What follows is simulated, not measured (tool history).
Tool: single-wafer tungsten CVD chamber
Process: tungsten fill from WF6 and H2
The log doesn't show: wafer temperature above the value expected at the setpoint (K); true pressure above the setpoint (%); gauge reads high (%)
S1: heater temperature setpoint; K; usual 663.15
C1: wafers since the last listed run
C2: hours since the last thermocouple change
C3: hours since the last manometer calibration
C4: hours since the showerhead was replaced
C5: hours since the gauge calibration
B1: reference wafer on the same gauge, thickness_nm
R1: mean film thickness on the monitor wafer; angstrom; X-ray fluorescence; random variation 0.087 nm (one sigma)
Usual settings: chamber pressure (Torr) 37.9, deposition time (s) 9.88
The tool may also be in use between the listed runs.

run 1 hour=0.0 | S1=663.15 chamber_pressure_(Torr)=37.9 deposition_time_(s)=9.88 | C1=0 C2=2740.8 C3=873.4 C4=5574.8 C5=109.0 | B1=28.804 | R1=252.53
run 2 hour=24.9 | S1=663.15 chamber_pressure_(Torr)=37.9 deposition_time_(s)=9.88 | C1=635 C2=2765.7 C3=898.3 C4=5599.7 C5=133.9 | B1=28.804 | R1=253.30
run 3 hour=39.9 | S1=663.15 chamber_pressure_(Torr)=37.9 deposition_time_(s)=9.88 | C1=382 C2=2780.7 C3=913.3 C4=5614.7 C5=148.9 | B1=28.777 | R1=250.90
run 4 hour=72.3 | S1=663.15 chamber_pressure_(Torr)=37.9 deposition_time_(s)=10.77 | C1=826 C2=2813.1 C3=945.7 C4=5647.1 C5=181.3 | B1=28.772 | R1=276.13
run 5 hour=105.9 | S1=663.15 chamber_pressure_(Torr)=37.9 deposition_time_(s)=10.77 | C1=857 C2=2846.7 C3=979.3 C4=5680.7 C5=214.9 | B1=28.782 | R1=273.55
run 6 hour=128.7 | S1=663.15 chamber_pressure_(Torr)=37.9 deposition_time_(s)=9.88 | C1=581 C2=2869.5 C3=1002.1 C4=5703.5 C5=237.7 | B1=28.796 | R1=250.79
run 7 hour=142.1 | S1=663.15 chamber_pressure_(Torr)=37.9 deposition_time_(s)=9.88 | C1=341 C2=2882.9 C3=1015.5 C4=5716.9 C5=251.1 | B1=28.815 | R1=252.19
-- hour=173.6 showerhead replaced
run 8 hour=174.1 | S1=678.15 chamber_pressure_(Torr)=44.7 deposition_time_(s)=9.13 | C1=612 C2=2914.9 C3=1047.5 C4=0.5 C5=283.1 | B1=28.805 | R1=321.51
run 9 hour=188.6 | S1=663.15 chamber_pressure_(Torr)=29.3 deposition_time_(s)=9.88 | C1=369 C2=2929.4 C3=1062.0 C4=15.0 C5=297.6 | B1=28.785 | R1=217.90
run 10 hour=202.8 | S1=668.15 chamber_pressure_(Torr)=45.9 deposition_time_(s)=9.88 | C1=362 C2=2943.6 C3=1076.2 C4=29.2 C5=311.8 | B1=28.783 | R1=299.69
-- hour=223.3 gauge calibrated
-- hour=230.1 capacitance manometer re-zeroed and calibrated
-- hour=268.2 thermocouple changed; heater temperature recalibrated
run 11 hour=300.1 | S1=657.15 chamber_pressure_(Torr)=41.3 deposition_time_(s)=11.68 | C1=2074 C2=31.9 C3=70.0 C4=126.5 C5=76.8 | B1=28.796 | R1=299.79
run 12 hour=315.9 | S1=672.15 chamber_pressure_(Torr)=42.2 deposition_time_(s)=10.74 | C1=403 C2=47.7 C3=85.8 C4=142.3 C5=92.6 | B1=28.785 | R1=362.19
-- hour=330.3 capacitance manometer re-zeroed and calibrated, repeated, since the last time left the tool worse
run 13 hour=351.6 | S1=663.15 chamber_pressure_(Torr)=37.9 deposition_time_(s)=9.88 | C1=706 C2=83.4 C3=21.3 C4=178.0 C5=128.3 | B1=28.776 | R1=256.35
run 14 hour=377.8 | S1=663.15 chamber_pressure_(Torr)=32.9 deposition_time_(s)=11.68 | C1=668 C2=109.6 C3=47.5 C4=204.2 C5=154.5 | B1=28.788 | R1=283.85
run 15 hour=410.9 | S1=673.15 chamber_pressure_(Torr)=37.9 deposition_time_(s)=10.63 | C1=844 C2=142.7 C3=80.6 C4=237.3 C5=187.6 | B1=28.808 | R1=324.63

The same runs without the tool's hidden state, with the same run-to-run variation:
run=1 R1=257.03
run=2 R1=258.09
run=3 R1=255.83
run=4 R1=281.98
run=5 R1=279.80
run=6 R1=256.81
run=7 R1=258.41
run=8 R1=329.81
run=9 R1=223.96
run=10 R1=307.88
run=11 R1=285.32
run=12 R1=344.79
run=13 R1=256.57
run=14 R1=284.10
run=15 R1=324.95
